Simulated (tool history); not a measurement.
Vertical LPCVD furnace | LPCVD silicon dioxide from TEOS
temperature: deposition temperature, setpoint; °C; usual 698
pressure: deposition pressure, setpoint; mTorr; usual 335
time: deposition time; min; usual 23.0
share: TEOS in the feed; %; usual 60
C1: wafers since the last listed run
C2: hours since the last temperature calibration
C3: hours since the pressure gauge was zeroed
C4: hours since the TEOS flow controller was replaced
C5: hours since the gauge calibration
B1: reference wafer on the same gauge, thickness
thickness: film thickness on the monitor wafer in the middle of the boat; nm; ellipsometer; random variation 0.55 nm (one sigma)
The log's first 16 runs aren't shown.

run 17 hour=949.3 | temperature=686 pressure=415 time=23.0 share=60 | C1=753 C2=181.6 C3=454.8 C4=4976.1 C5=385.7 | B1=170.17 | thickness=128.09
-- hour=978.3 TEOS flow controller replaced
run 18 hour=1009.8 | temperature=704 pressure=335 time=23.0 share=50 | C1=658 C2=242.1 C3=515.3 C4=31.5 C5=446.2 | B1=169.99 | thickness=161.44
run 19 hour=1069.8 | temperature=702 pressure=405 time=23.0 share=60 | C1=1081 C2=302.1 C3=575.3 C4=91.5 C5=506.2 | B1=170.04 | thickness=186.78
run 20 hour=1098.7 | temperature=698 pressure=270 time=23.0 share=60 | C1=521 C2=331.0 C3=604.2 C4=120.4 C5=535.1 | B1=170.20 | thickness=138.64
run 21 hour=1146.5 | temperature=698 pressure=290 time=26.0 share=66 | C1=861 C2=378.8 C3=652.0 C4=168.2 C5=582.9 | B1=170.09 | thickness=171.70
run 22 hour=1207.5 | temperature=710 pressure=335 time=23.0 share=65 | C1=1099 C2=439.8 C3=713.0 C4=229.2 C5=643.9 | B1=170.45 | thickness=212.26
run 23 hour=1245.5 | temperature=698 pressure=335 time=23.0 share=60 | C1=685 C2=477.8 C3=751.0 C4=267.2 C5=681.9 | B1=169.84 | thickness=154.24
run 24 hour=1312.8 | temperature=708 pressure=365 time=23.0 share=60 | C1=1213 C2=545.1 C3=818.3 C4=334.5 C5=749.2 | B1=169.88 | thickness=204.24
run 25 hour=1370.5 | temperature=698 pressure=335 time=23.0 share=60 | C1=1040 C2=602.8 C3=876.0 C4=392.2 C5=806.9 | B1=170.01 | thickness=157.07
run 26 hour=1439.1 | temperature=698 pressure=415 time=23.0 share=60 | C1=1236 C2=671.4 C3=944.6 C4=460.8 C5=875.5 | B1=169.63 | thickness=174.67
run 27 hour=1471.1 | temperature=698 pressure=260 time=23.0 share=60 | C1=576 C2=703.4 C3=976.6 C4=492.8 C5=907.5 | B1=169.82 | thickness=138.33
run 28 hour=1542.8 | temperature=698 pressure=335 time=19.0 share=60 | C1=1292 C2=775.1 C3=1048.3 C4=564.5 C5=979.2 | B1=170.05 | thickness=129.92
run 29 hour=1602.9 | temperature=698 pressure=335 time=23.0 share=52 | C1=1083 C2=835.2 C3=1108.4 C4=624.6 C5=1039.3 | B1=169.99 | thickness=147.49
run 30 hour=1637.6 | temperature=698 pressure=305 time=26.5 share=53 | C1=625 C2=869.9 C3=1143.1 C4=659.3 C5=1074.0 | B1=170.11 | thickness=161.55

Forecast each of these 5 alternatives for the next run:
run A hour=1641.2 | temperature=698 pressure=335 time=23.0 share=60 | C1=64 C2=873.5 C3=1146.7 C4=662.9 C5=1077.6 | B1=? | thickness=?
run B hour=1641.2 | temperature=698 pressure=405 time=23.0 share=60 | C1=64 C2=873.5 C3=1146.7 C4=662.9 C5=1077.6 | B1=? | thickness=?
run C hour=1641.2 | temperature=689 pressure=275 time=28.5 share=50 | C1=64 C2=873.5 C3=1146.7 C4=662.9 C5=1077.6 | B1=? | thickness=?
run D hour=1641.2 | temperature=698 pressure=300 time=23.0 share=60 | C1=64 C2=873.5 C3=1146.7 C4=662.9 C5=1077.6 | B1=? | thickness=?
run E hour=1641.2 | temperature=698 pressure=335 time=23.0 share=57 | C1=64 C2=873.5 C3=1146.7 C4=662.9 C5=1077.6 | B1=? | thickness=?

run=A B1=169.95 thickness=158.74
run=B B1=169.95 thickness=174.53
run=C B1=169.95 thickness=131.69
run=D B1=169.95 thickness=150.21
run=E B1=169.95 thickness=154.72
Without the tool's hidden state the same runs would have given:
run=A thickness=151.82
run=B thickness=166.93
run=C thickness=125.85
run=D thickness=143.67
run=E thickness=147.98
